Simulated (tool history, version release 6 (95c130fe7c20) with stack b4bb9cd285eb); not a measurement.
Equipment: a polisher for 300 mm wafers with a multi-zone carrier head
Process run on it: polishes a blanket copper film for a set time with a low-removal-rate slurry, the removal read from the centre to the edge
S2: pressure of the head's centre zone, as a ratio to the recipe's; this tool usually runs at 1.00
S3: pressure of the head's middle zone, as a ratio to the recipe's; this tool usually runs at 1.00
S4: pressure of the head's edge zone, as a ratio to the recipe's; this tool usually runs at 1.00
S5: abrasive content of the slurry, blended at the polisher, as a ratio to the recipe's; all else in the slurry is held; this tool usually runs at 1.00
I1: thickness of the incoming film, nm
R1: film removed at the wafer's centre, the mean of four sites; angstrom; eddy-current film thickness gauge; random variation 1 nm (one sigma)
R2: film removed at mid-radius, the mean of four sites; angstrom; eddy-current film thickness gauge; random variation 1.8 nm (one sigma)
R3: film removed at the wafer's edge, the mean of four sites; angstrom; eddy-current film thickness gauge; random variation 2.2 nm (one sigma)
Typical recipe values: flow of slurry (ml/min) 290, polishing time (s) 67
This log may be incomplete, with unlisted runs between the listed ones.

{"run": 1, "hour": 0.0, "flow of slurry (ml/min)": 290, "S2": 1.0, "S3": 0.96, "S4": 0.92, "S5": 1.15, "polishing time (s)": 67, "I1": 1567.2, "R1": 1641, "R2": 1663, "R3": 1634}
{"run": 2, "hour": 8.7, "flow of slurry (ml/min)": 320, "S2": 1.0, "S3": 1.0, "S4": 0.91, "S5": 1.0, "polishing time (s)": 49, "I1": 1580.8, "R1": 1189, "R2": 1200, "R3": 1171}
{"run": 3, "hour": 22.1, "flow of slurry (ml/min)": 290, "S2": 1.0, "S3": 1.0, "S4": 0.92, "S5": 1.0, "polishing time (s)": 83, "I1": 1589.1, "R1": 1936, "R2": 2021, "R3": 1900}
{"run": 4, "hour": 34.4, "flow of slurry (ml/min)": 290, "S2": 1.0, "S3": 0.92, "S4": 0.88, "S5": 1.25, "polishing time (s)": 67, "I1": 1552.3, "R1": 1609, "R2": 1606, "R3": 1578}
{"hour": 46.7, "done": "worn pad replaced by a new one"}
{"run": 5, "hour": 47.2, "flow of slurry (ml/min)": 290, "S2": 1.0, "S3": 1.0, "S4": 0.92, "S5": 1.0, "polishing time (s)": 83, "I1": 1578.0, "R1": 2040, "R2": 2133, "R3": 2009}
{"run": 6, "hour": 52.7, "flow of slurry (ml/min)": 250, "S2": 1.0, "S3": 1.09, "S4": 1.0, "S5": 1.0, "polishing time (s)": 86, "I1": 1576.0, "R1": 2093, "R2": 2324, "R3": 2157}
{"hour": 62.4, "done": "carrier head's membrane replaced by a new one"}
{"run": 7, "hour": 62.9, "flow of slurry (ml/min)": 290, "S2": 1.0, "S3": 1.0, "S4": 1.0, "S5": 1.0, "polishing time (s)": 67, "I1": 1542.6, "R1": 1648, "R2": 1680, "R3": 1665}
{"run": 8, "hour": 75.0, "flow of slurry (ml/min)": 255, "S2": 1.0, "S3": 1.0, "S4": 1.0, "S5": 1.0, "polishing time (s)": 67, "I1": 1554.7, "R1": 1637, "R2": 1643, "R3": 1695}
{"run": 9, "hour": 87.3, "flow of slurry (ml/min)": 290, "S2": 1.0, "S3": 1.0, "S4": 1.0, "S5": 1.0, "polishing time (s)": 67, "I1": 1558.9, "R1": 1647, "R2": 1690, "R3": 1729}
{"run": 10, "hour": 99.8, "flow of slurry (ml/min)": 290, "S2": 1.0, "S3": 0.93, "S4": 1.0, "S5": 1.0, "polishing time (s)": 73, "I1": 1558.1, "R1": 1793, "R2": 1706, "R3": 1884}
{"run": 11, "hour": 109.5, "flow of slurry (ml/min)": 290, "S2": 1.0, "S3": 1.0, "S4": 0.91, "S5": 1.1, "polishing time (s)": 67, "I1": 1572.9, "R1": 1669, "R2": 1736, "R3": 1674}
{"hour": 126.1, "done": "slurry nozzle cleaned"}
{"run": 12, "hour": 126.6, "flow of slurry (ml/min)": 290, "S2": 1.0, "S3": 1.0, "S4": 1.0, "S5": 1.25, "polishing time (s)": 67, "I1": 1595.0, "R1": 1701, "R2": 1724, "R3": 1751}
{"run": 13, "hour": 133.4, "flow of slurry (ml/min)": 290, "S2": 1.0, "S3": 1.0, "S4": 1.0, "S5": 1.0, "polishing time (s)": 67, "I1": 1567.4, "R1": 1596, "R2": 1633, "R3": 1646}
{"run": 14, "hour": 143.6, "flow of slurry (ml/min)": 360, "S2": 1.0, "S3": 1.0, "S4": 1.0, "S5": 0.9, "polishing time (s)": 86, "I1": 1589.1, "R1": 2035, "R2": 2032, "R3": 2064}
{"run": 15, "hour": 152.0, "flow of slurry (ml/min)": 290, "S2": 1.0, "S3": 0.95, "S4": 1.0, "S5": 1.15, "polishing time (s)": 86, "I1": 1591.3, "R1": 2088, "R2": 2037, "R3": 2152}
{"run": 16, "hour": 169.0, "flow of slurry (ml/min)": 290, "S2": 1.0, "S3": 0.9, "S4": 1.0, "S5": 1.0, "polishing time (s)": 79, "I1": 1554.4, "R1": 1816, "R2": 1755, "R3": 1850}
{"run": 17, "hour": 178.8, "flow of slurry (ml/min)": 290, "S2": 1.0, "S3": 1.0, "S4": 1.0, "S5": 1.0, "polishing time (s)": 67, "I1": 1567.3, "R1": 1514, "R2": 1551, "R3": 1574}
{"hour": 191.1, "done": "worn pad replaced by a new one"}
{"run": 18, "hour": 193.2, "flow of slurry (ml/min)": 290, "S2": 1.0, "S3": 1.0, "S4": 1.0, "S5": 1.0, "polishing time (s)": 77, "I1": 1595.5, "R1": 1892, "R2": 1955, "R3": 2016}
{"run": 19, "hour": 206.1, "flow of slurry (ml/min)": 290, "S2": 1.0, "S3": 1.0, "S4": 1.0, "S5": 1.0, "polishing time (s)": 67, "I1": 1580.3, "R1": 1658, "R2": 1698, "R3": 1681}
{"run": 20, "hour": 222.2, "flow of slurry (ml/min)": 290, "S2": 1.0, "S3": 1.0, "S4": 1.0, "S5": 1.0, "polishing time (s)": 67, "I1": 1573.9, "R1": 1648, "R2": 1679, "R3": 1650}
{"run": 21, "hour": 237.6, "flow of slurry (ml/min)": 240, "S2": 1.0, "S3": 1.0, "S4": 1.0, "S5": 0.75, "polishing time (s)": 67, "I1": 1571.6, "R1": 1504, "R2": 1529, "R3": 1551}
{"run": 22, "hour": 245.8, "flow of slurry (ml/min)": 290, "S2": 1.0, "S3": 1.0, "S4": 1.0, "S5": 1.0, "polishing time (s)": 67, "I1": 1596.9, "R1": 1642, "R2": 1647, "R3": 1666}

Below are 4 alternative next runs, each starting from the tool's condition after run 22. Predict each:
{"run": "A", "hour": 246.2, "flow of slurry (ml/min)": 290, "S2": 1.0, "S3": 1.0, "S4": 1.0, "S5": 1.0, "polishing time (s)": 67, "I1": 1590.0, "R1": "?", "R2": "?", "R3": "?"}
{"run": "B", "hour": 246.2, "flow of slurry (ml/min)": 355, "S2": 1.05, "S3": 1.0, "S4": 0.96, "S5": 1.0, "polishing time (s)": 67, "I1": 1590.0, "R1": "?", "R2": "?", "R3": "?"}
{"run": "C", "hour": 246.2, "flow of slurry (ml/min)": 240, "S2": 1.0, "S3": 1.12, "S4": 1.08, "S5": 0.75, "polishing time (s)": 67, "I1": 1590.0, "R1": "?", "R2": "?", "R3": "?"}
{"run": "D", "hour": 246.2, "flow of slurry (ml/min)": 290, "S2": 1.0, "S3": 1.0, "S4": 0.91, "S5": 1.0, "polishing time (s)": 67, "I1": 1590.0, "R1": "?", "R2": "?", "R3": "?"}

run=A R1=1631 R2=1668 R3=1690
run=B R1=1749 R2=1699 R3=1681
run=C R1=1488 R2=1633 R3=1610
run=D R1=1631 R2=1668 R3=1616
Without the tool's unlogged condition, the same runs would have read:
run=A R1=1663 R2=1700 R3=1723
run=B R1=1783 R2=1732 R3=1714
run=C R1=1517 R2=1664 R3=1641
run=D R1=1663 R2=1701 R3=1648
